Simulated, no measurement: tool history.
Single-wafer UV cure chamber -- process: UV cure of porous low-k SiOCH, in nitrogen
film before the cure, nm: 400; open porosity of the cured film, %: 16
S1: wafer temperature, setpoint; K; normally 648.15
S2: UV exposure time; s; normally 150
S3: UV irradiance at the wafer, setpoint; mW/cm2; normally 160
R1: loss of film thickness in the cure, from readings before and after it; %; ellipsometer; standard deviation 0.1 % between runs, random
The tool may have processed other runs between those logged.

run 1 hour=0.0 | S1=648.15 S2=90 S3=160 | R1=6.801
run 2 hour=24.3 | S1=648.15 S2=150 S3=160 | R1=8.870
-- hour=51.6 quartz window cleaned
run 3 hour=56.1 | S1=648.15 S2=150 S3=160 | R1=8.746
run 4 hour=91.6 | S1=641.15 S2=210 S3=160 | R1=10.055
run 5 hour=119.9 | S1=648.15 S2=150 S3=160 | R1=8.670
run 6 hour=136.6 | S1=648.15 S2=195 S3=160 | R1=10.079
run 7 hour=152.2 | S1=648.15 S2=195 S3=160 | R1=9.816
run 8 hour=167.4 | S1=648.15 S2=195 S3=160 | R1=9.762
run 9 hour=198.4 | S1=648.15 S2=120 S3=176 | R1=8.111
-- hour=221.5 quartz window cleaned
run 10 hour=231.4 | S1=648.15 S2=120 S3=176 | R1=8.201
run 11 hour=260.1 | S1=648.15 S2=120 S3=176 | R1=8.294
run 12 hour=281.5 | S1=648.15 S2=150 S3=160 | R1=8.849
run 13 hour=300.5 | S1=655.15 S2=150 S3=160 | R1=8.976
run 14 hour=330.4 | S1=655.15 S2=150 S3=160 | R1=8.961
run 15 hour=347.8 | S1=655.15 S2=150 S3=160 | R1=8.636
run 16 hour=372.9 | S1=648.15 S2=150 S3=160 | R1=8.534
run 17 hour=400.1 | S1=648.15 S2=150 S3=160 | R1=8.554
-- hour=409.4 UV bulbs replaced
-- hour=409.8 quartz window cleaned
run 18 hour=413.8 | S1=648.15 S2=150 S3=160 | R1=9.922
run 19 hour=427.9 | S1=648.15 S2=150 S3=160 | R1=10.151
run 20 hour=455.4 | S1=630.15 S2=240 S3=187 | R1=12.148
run 21 hour=472.6 | S1=667.15 S2=225 S3=146 | R1=11.498
run 22 hour=489.1 | S1=630.15 S2=220 S3=185 | R1=11.577
run 23 hour=517.6 | S1=648.15 S2=150 S3=160 | R1=9.619
run 24 hour=541.0 | S1=633.15 S2=150 S3=182 | R1=9.773
run 25 hour=565.7 | S1=667.15 S2=150 S3=160 | R1=9.850
-- hour=589.0 quartz window cleaned
run 26 hour=592.9 | S1=648.15 S2=150 S3=160 | R1=9.305
run 27 hour=647.1 | S1=648.15 S2=150 S3=160 | R1=9.325
run 28 hour=665.5 | S1=662.15 S2=150 S3=160 | R1=9.453
run 29 hour=688.8 | S1=648.15 S2=150 S3=160 | R1=9.149
run 30 hour=716.0 | S1=631.15 S2=150 S3=160 | R1=8.972
run 31 hour=743.7 | S1=648.15 S2=150 S3=160 | R1=9.219
-- hour=771.9 quartz window cleaned
run 32 hour=776.6 | S1=633.15 S2=190 S3=160 | R1=9.691
run 33 hour=806.0 | S1=657.15 S2=90 S3=181 | R1=7.616
run 34 hour=834.0 | S1=648.15 S2=150 S3=160 | R1=8.875
run 35 hour=847.4 | S1=634.15 S2=200 S3=146 | R1=9.360
run 36 hour=870.5 | S1=648.15 S2=150 S3=160 | R1=8.880
run 37 hour=895.5 | S1=660.15 S2=65 S3=160 | R1=5.827
run 38 hour=917.0 | S1=648.15 S2=150 S3=160 | R1=8.908

Each run again, without the hidden state but with its own random variation kept:
The tool's hidden condition here consists of: lamp output below its setpoint, %; transmission lost against a clean window, %.
run=1 R1=8.252
run=2 R1=10.460
run=3 R1=10.340
run=4 R1=11.745
run=5 R1=10.298
run=6 R1=11.830
run=7 R1=11.532
run=8 R1=11.479
run=9 R1=9.752
run=10 R1=9.879
run=11 R1=10.007
run=12 R1=10.609
run=13 R1=10.753
run=14 R1=10.750
run=15 R1=10.368
run=16 R1=10.273
run=17 R1=10.309
run=18 R1=10.404
run=19 R1=10.696
run=20 R1=12.805
run=21 R1=12.209
run=22 R1=12.337
run=23 R1=10.430
run=24 R1=10.654
run=25 R1=10.810
run=26 R1=10.311
run=27 R1=10.482
run=28 R1=10.652
run=29 R1=10.390
run=30 R1=10.284
run=31 R1=10.602
run=32 R1=11.140
run=33 R1=9.038
run=34 R1=10.395
run=35 R1=10.919
run=36 R1=10.471
run=37 R1=7.277
run=38 R1=10.587

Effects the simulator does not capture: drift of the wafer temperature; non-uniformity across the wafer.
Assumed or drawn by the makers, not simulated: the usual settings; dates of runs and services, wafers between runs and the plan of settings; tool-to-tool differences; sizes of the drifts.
